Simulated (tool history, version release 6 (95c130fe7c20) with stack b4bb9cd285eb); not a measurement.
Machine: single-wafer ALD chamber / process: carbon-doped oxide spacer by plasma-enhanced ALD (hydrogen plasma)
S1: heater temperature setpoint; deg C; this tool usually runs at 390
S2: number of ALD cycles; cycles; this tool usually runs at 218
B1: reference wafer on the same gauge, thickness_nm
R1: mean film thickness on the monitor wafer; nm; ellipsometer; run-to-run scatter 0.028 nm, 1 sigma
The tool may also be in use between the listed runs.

run,hour,S1,S2,B1,R1
1,0.0,390,218,12.380,11.098
2,92.9,390,218,12.396,11.155
3,114.2,390,218,12.404,11.143
4,149.3,390,218,12.417,11.171
5,179.6,390,218,12.420,11.167
6,215.3,390,218,12.425,11.109
7,234.3,390,253,12.435,12.957
8,264.7,390,253,12.442,12.905
9,295.2,390,218,12.449,11.185
10,361.4,390,218,12.465,11.219
11,393.9,402,218,12.477,11.183
12,409.1,402,218,12.478,11.077
13,441.9,402,218,12.488,11.158
14,469.3,390,218,12.496,11.235
15,493.4,390,218,12.502,11.212
16,522.5,390,218,12.516,11.278
17,535.0,390,205,12.515,10.585
# hour 537.6: gauge calibrated
18,555.4,390,218,12.312,11.086
19,575.8,398,207,12.313,10.520
20,589.1,399,197,12.312,10.032
21,609.4,399,197,12.305,10.013
22,628.1,399,197,12.317,10.016
23,650.3,390,218,12.308,11.012
# hour 674.5: thermocouple changed; heater temperature recalibrated
24,675.0,379,218,12.314,11.085
25,704.8,390,218,12.308,11.075
26,735.2,401,201,12.312,10.120
27,751.3,395,240,12.316,12.188
28,763.6,390,218,12.317,11.038
29,779.3,377,181,12.313,9.189
30,811.4,390,218,12.320,11.068
31,846.5,384,183,12.323,9.311
32,864.1,382,178,12.320,9.028
33,894.4,390,203,12.323,10.308
34,928.0,390,218,12.331,11.108
35,953.8,390,218,12.331,11.102
36,987.5,384,183,12.330,9.318
37,1016.0,384,183,12.339,9.312
38,1041.7,381,185,12.338,9.409
39,1072.5,380,190,12.346,9.690
40,1086.8,378,231,12.349,11.804
41,1103.6,403,233,12.354,11.726
42,1133.9,379,191,12.352,9.719
43,1153.6,404,218,12.360,10.919
44,1169.0,384,183,12.355,9.390
45,1204.0,397,218,12.360,11.121
46,1233.5,384,241,12.363,12.333

Forecast each of these 4 alternatives for the next run:
A,1234.2,400,218,?,?
B,1234.2,379,240,?,?
C,1234.2,403,176,?,?
D,1234.2,401,218,?,?

run,B1,R1
A,12.363,11.122
B,12.363,12.281
C,12.363,8.890
D,12.363,11.086
The same runs, with their run-to-run variation unchanged, on a tool lacking any hidden condition would have given:
run,R1
A,11.061
B,12.213
C,8.841
D,11.024
